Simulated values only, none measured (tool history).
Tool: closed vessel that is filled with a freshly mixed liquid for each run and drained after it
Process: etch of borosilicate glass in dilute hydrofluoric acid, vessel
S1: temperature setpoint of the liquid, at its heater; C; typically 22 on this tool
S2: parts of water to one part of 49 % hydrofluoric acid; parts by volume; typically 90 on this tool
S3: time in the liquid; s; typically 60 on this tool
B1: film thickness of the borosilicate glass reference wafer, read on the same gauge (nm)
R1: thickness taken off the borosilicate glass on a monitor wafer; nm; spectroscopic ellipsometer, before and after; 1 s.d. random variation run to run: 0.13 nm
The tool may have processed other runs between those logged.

run,hour,S1,S2,S3,B1,R1
1,0,22,90,60,80.03,22.3
2,18.1,22,90,60,80,22.14
3,37.2,22,90,60,79.99,22.04
4,71.1,22,90,60,79.98,22.34
5,158.3,22,90,60,80,22.04
6,179.7,22,90,60,80.01,22
7,196.8,22,90,60,80.04,22.13
8,294.9,22,90,60,79.98,22.23
9,314.1,22,90,60,80,22.08
10,348.6,22,90,60,80.01,21.69
11,363.6,22,90,60,80,21.89
12,394.8,22,90,60,79.97,22.08
13,421.9,22,90,60,80.02,21.85
14,442.2,22,90,60,80,21.95
15,475.2,22,90,60,80,22.09
16,507.5,22,90,60,80.01,21.91
17,524.1,22,90,60,80.01,21.91
18,542.7,19,70,45,79.99,19.19
19,571.2,20.5,90,60,79.98,20.23
20,602.3,24,90,60,80,23.61
21,629.6,22,90,60,79.99,21.6
22,719.2,25,90,60,80,24.3
23,749.8,22,90,60,80,21.54
24,771.6,22,90,35,80,12.66
25,807,22,90,60,80.01,21.6
26,839.1,22,90,60,80,22.69
27,867.6,22,90,60,79.98,22.35
28,897.6,20,70,70,80.01,31.63
29,921.9,20,90,60,79.98,20.55
30,946,17.5,90,90,80,27.77
31,973.6,20.5,90,40,79.99,14
32,1051,22,90,60,80,22.23
33,1077.5,22,115,60,79.97,16.91

Withheld: 3 entries from between the runs. Position of each, and hidden state at the listed run before versus the listed run after:
After run 11, before run 12: thermometer replaced (hour 392.3)
  hydrofluoric acid flow below the setpoint (%): 1.91 -> 2.02
  difference, measured minus the result without the unlogged condition, R1: -0.47 -> -0.51 nm
After run 21, before run 22: gauge calibrated (hour 652.2)
  hydrofluoric acid flow below the setpoint (%): 2.83 -> 3.14
  difference, measured minus the result without the unlogged condition, R1: -0.7 -> -0.88 nm
After run 25, before run 26: hydrofluoric acid flow meter replaced (hour 813.4)
  hydrofluoric acid flow below the setpoint (%): 3.44 -> 0.14
  difference, measured minus the result without the unlogged condition, R1: -0.85 -> -0.04 nm
